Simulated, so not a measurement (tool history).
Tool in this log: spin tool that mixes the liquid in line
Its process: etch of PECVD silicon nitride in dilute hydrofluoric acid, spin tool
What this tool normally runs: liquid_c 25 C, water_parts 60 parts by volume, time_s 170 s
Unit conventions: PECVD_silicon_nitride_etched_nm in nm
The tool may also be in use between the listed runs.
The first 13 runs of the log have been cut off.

run      day  liquid_c  water_parts  time_s  read-back film thickness of the PECVD silicon nitride reference wafer, read on the same gauge (nm)  PECVD_silicon_nitride_etched_nm
 14   46.388      27.5           80      80                                                                                              109.99                             4.11
 15   48.129        25           60     170                                                                                              110.04                             9.92
      59.467  -- thermometer replaced, repeated, since the last time left the tool worse
 16   59.883        25           60     105                                                                                              109.99                             6.48
 17       64        25           60     170                                                                                              110.01                            10.47
      64.104  -- hydrofluoric acid flow meter replaced
 18   68.454        30           60     130                                                                                              109.97                            11.09
 19   70.879        25           85     170                                                                                                 110                             7.37
 20   73.683        28           70     170                                                                                              109.95                            10.88
 21   76.654        25           75     170                                                                                                 110                             8.35
 22   78.721        28           85      70                                                                                              110.01                              3.7
 23   80.888        25           60     170                                                                                              109.96                            10.44
 24    84.85      28.5           60     260                                                                                              109.96                            19.91
 25   87.621      20.5           60     110                                                                                              110.02                             4.95
      87.738  -- hydrofluoric acid flow meter replaced
 26   89.867        25           60     170                                                                                              109.98                            10.26
 27   98.204        25           85     220                                                                                              110.01                             9.45
 28  102.212      29.5           30     170                                                                                                 110                            27.32
 29    105.9        25           50     265                                                                                              109.98                            19.12
 30  108.967      23.5           70     170                                                                                              109.98                             7.96
 31  112.262        29           70     170                                                                                              110.01                            11.41
 32  116.379        25           60     170                                                                                              110.02                            10.19

Consider 4 possible next runs. They are alternatives, not a sequence: every one starts from the tool as it was left by run 32. What does each give?
  A  116.4        23           60     170                                                                                                   ?                                ?
  B  116.4        27           75     270                                                                                                   ?                                ?
  C  116.4        20           75      95                                                                                                   ?                                ?
  D  116.4      26.5           60     170                                                                                                   ?                                ?

run  read-back film thickness of the PECVD silicon nitride reference wafer, read on the same gauge (nm)  PECVD_silicon_nitride_etched_nm
  A                                                                                              109.99                             8.89
  B                                                                                              109.99                            14.79
  C                                                                                              109.99                             3.25
  D                                                                                              109.99                            11.23
With no hidden state in the tool, these same runs would have given:
run  PECVD_silicon_nitride_etched_nm
  A                              9.2
  B                            15.29
  C                             3.37
  D                            11.62
